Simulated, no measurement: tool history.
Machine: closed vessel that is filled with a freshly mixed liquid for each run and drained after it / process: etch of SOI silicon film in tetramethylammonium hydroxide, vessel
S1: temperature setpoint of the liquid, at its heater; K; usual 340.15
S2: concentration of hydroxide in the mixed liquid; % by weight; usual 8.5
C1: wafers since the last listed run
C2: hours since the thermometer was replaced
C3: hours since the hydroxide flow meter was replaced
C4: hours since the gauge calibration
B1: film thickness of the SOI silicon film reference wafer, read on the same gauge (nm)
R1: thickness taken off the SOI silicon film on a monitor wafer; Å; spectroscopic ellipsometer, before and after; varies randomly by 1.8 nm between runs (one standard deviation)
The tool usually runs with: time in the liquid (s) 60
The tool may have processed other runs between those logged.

{"run": 1, "hour": 0.0, "S1": 340.15, "S2": 8.5, "time in the liquid (s)": 60, "C1": 0, "C2": 593.9, "C3": 958.1, "C4": 645.8, "B1": 140.0, "R1": 3611.2}
{"run": 2, "hour": 177.6, "S1": 340.15, "S2": 8.5, "time in the liquid (s)": 60, "C1": 13171, "C2": 771.5, "C3": 1135.7, "C4": 823.4, "B1": 139.99, "R1": 3576.5}
{"run": 3, "hour": 219.6, "S1": 340.15, "S2": 9.5, "time in the liquid (s)": 60, "C1": 3114, "C2": 813.5, "C3": 1177.7, "C4": 865.4, "B1": 139.98, "R1": 3410.7}
{"run": 4, "hour": 290.3, "S1": 340.15, "S2": 9.5, "time in the liquid (s)": 60, "C1": 5243, "C2": 884.2, "C3": 1248.4, "C4": 936.1, "B1": 139.98, "R1": 3392.3}
{"run": 5, "hour": 376.8, "S1": 340.15, "S2": 8.5, "time in the liquid (s)": 60, "C1": 6415, "C2": 970.7, "C3": 1334.9, "C4": 1022.6, "B1": 139.98, "R1": 3520.1}
{"hour": 412.6, "done": "hydroxide flow meter replaced"}
{"run": 6, "hour": 471.8, "S1": 340.15, "S2": 8.5, "time in the liquid (s)": 60, "C1": 6971, "C2": 1065.7, "C3": 59.2, "C4": 1117.6, "B1": 140.0, "R1": 3636.6}
{"run": 7, "hour": 785.4, "S1": 340.15, "S2": 8.5, "time in the liquid (s)": 60, "C1": 23258, "C2": 1379.3, "C3": 372.8, "C4": 1431.2, "B1": 139.96, "R1": 3566.3}
{"run": 8, "hour": 836.0, "S1": 340.15, "S2": 8.5, "time in the liquid (s)": 60, "C1": 3752, "C2": 1429.9, "C3": 423.4, "C4": 1481.8, "B1": 139.99, "R1": 3605.6}
{"run": 9, "hour": 894.3, "S1": 340.15, "S2": 8.5, "time in the liquid (s)": 60, "C1": 4323, "C2": 1488.2, "C3": 481.7, "C4": 1540.1, "B1": 139.98, "R1": 3602.5}
{"run": 10, "hour": 953.4, "S1": 340.15, "S2": 8.5, "time in the liquid (s)": 60, "C1": 4383, "C2": 1547.3, "C3": 540.8, "C4": 1599.2, "B1": 139.96, "R1": 3550.4}
{"run": 11, "hour": 1050.0, "S1": 340.15, "S2": 8.5, "time in the liquid (s)": 60, "C1": 7164, "C2": 1643.9, "C3": 637.4, "C4": 1695.8, "B1": 140.02, "R1": 3542.7}
{"run": 12, "hour": 1086.8, "S1": 340.15, "S2": 8.5, "time in the liquid (s)": 60, "C1": 2729, "C2": 1680.7, "C3": 674.2, "C4": 1732.6, "B1": 140.01, "R1": 3507.8}
{"run": 13, "hour": 1124.7, "S1": 340.15, "S2": 7.0, "time in the liquid (s)": 70, "C1": 2810, "C2": 1718.6, "C3": 712.1, "C4": 1770.5, "B1": 139.99, "R1": 4363.1}
{"run": 14, "hour": 1189.8, "S1": 340.15, "S2": 8.5, "time in the liquid (s)": 60, "C1": 4828, "C2": 1783.7, "C3": 777.2, "C4": 1835.6, "B1": 140.01, "R1": 3505.0}
{"run": 15, "hour": 1231.0, "S1": 342.15, "S2": 9.0, "time in the liquid (s)": 50, "C1": 3055, "C2": 1824.9, "C3": 818.4, "C4": 1876.8, "B1": 140.0, "R1": 3225.7}
{"run": 16, "hour": 1319.9, "S1": 336.15, "S2": 10.0, "time in the liquid (s)": 60, "C1": 6593, "C2": 1913.8, "C3": 907.3, "C4": 1965.7, "B1": 140.0, "R1": 2581.6}
{"hour": 1340.5, "done": "thermometer replaced"}
{"run": 17, "hour": 1381.7, "S1": 340.15, "S2": 6.5, "time in the liquid (s)": 60, "C1": 4509, "C2": 41.2, "C3": 969.1, "C4": 2027.5, "B1": 140.02, "R1": 3972.6}
{"run": 18, "hour": 1466.0, "S1": 340.15, "S2": 9.5, "time in the liquid (s)": 45, "C1": 6252, "C2": 125.5, "C3": 1053.4, "C4": 2111.8, "B1": 140.04, "R1": 2630.5}
{"hour": 1480.3, "done": "gauge calibrated"}
{"run": 19, "hour": 1567.6, "S1": 340.15, "S2": 7.0, "time in the liquid (s)": 75, "C1": 7535, "C2": 227.1, "C3": 1155.0, "C4": 87.3, "B1": 139.99, "R1": 4890.2}
{"hour": 1609.7, "done": "hydroxide flow meter replaced"}
{"run": 20, "hour": 1659.5, "S1": 340.15, "S2": 8.5, "time in the liquid (s)": 60, "C1": 6741, "C2": 319.0, "C3": 49.8, "C4": 179.2, "B1": 139.95, "R1": 3758.2}
{"run": 21, "hour": 1742.3, "S1": 340.15, "S2": 8.5, "time in the liquid (s)": 60, "C1": 6140, "C2": 401.8, "C3": 132.6, "C4": 262.0, "B1": 140.03, "R1": 3733.9}
{"run": 22, "hour": 1848.9, "S1": 340.15, "S2": 8.5, "time in the liquid (s)": 60, "C1": 7906, "C2": 508.4, "C3": 239.2, "C4": 368.6, "B1": 140.01, "R1": 3738.7}
{"run": 23, "hour": 1885.1, "S1": 340.15, "S2": 9.5, "time in the liquid (s)": 60, "C1": 2684, "C2": 544.6, "C3": 275.4, "C4": 404.8, "B1": 140.05, "R1": 3552.4}
{"run": 24, "hour": 1939.1, "S1": 340.15, "S2": 8.5, "time in the liquid (s)": 35, "C1": 4004, "C2": 598.6, "C3": 329.4, "C4": 458.8, "B1": 140.03, "R1": 2147.6}
{"run": 25, "hour": 1979.6, "S1": 340.15, "S2": 8.5, "time in the liquid (s)": 95, "C1": 3003, "C2": 639.1, "C3": 369.9, "C4": 499.3, "B1": 139.96, "R1": 5788.3}
{"run": 26, "hour": 2036.0, "S1": 340.15, "S2": 6.5, "time in the liquid (s)": 70, "C1": 4182, "C2": 695.5, "C3": 426.3, "C4": 555.7, "B1": 139.97, "R1": 4628.8}

A few steps of R1 between consecutive runs. Split each: what settings, incoming material and random variation would produce without the hidden state, and what is left over for the hidden state, along with gauge scatter present in only one of the two compared results (measured, and without hidden state):
Hidden conditions of the tool in this case: liquid colder than its thermometer reads (K); hydroxide flow above the setpoint (%); gauge reads high (%).
Run 16 -> 17: S1 336.15 -> 340.15, S2 10.0 -> 6.5, thermometer replaced. R1 +1391.0 Å: hidden state +136.2, all else +1254.8.
Run 18 -> 19: S2 9.5 -> 7.0, time in the liquid (s) 45 -> 75, gauge calibrated. R1 +2259.7 Å: hidden state -76.6, all else +2336.3.
Run 24 -> 25: time in the liquid (s) 35 -> 95. R1 +3640.7 Å: hidden state -135.4, all else +3776.1.
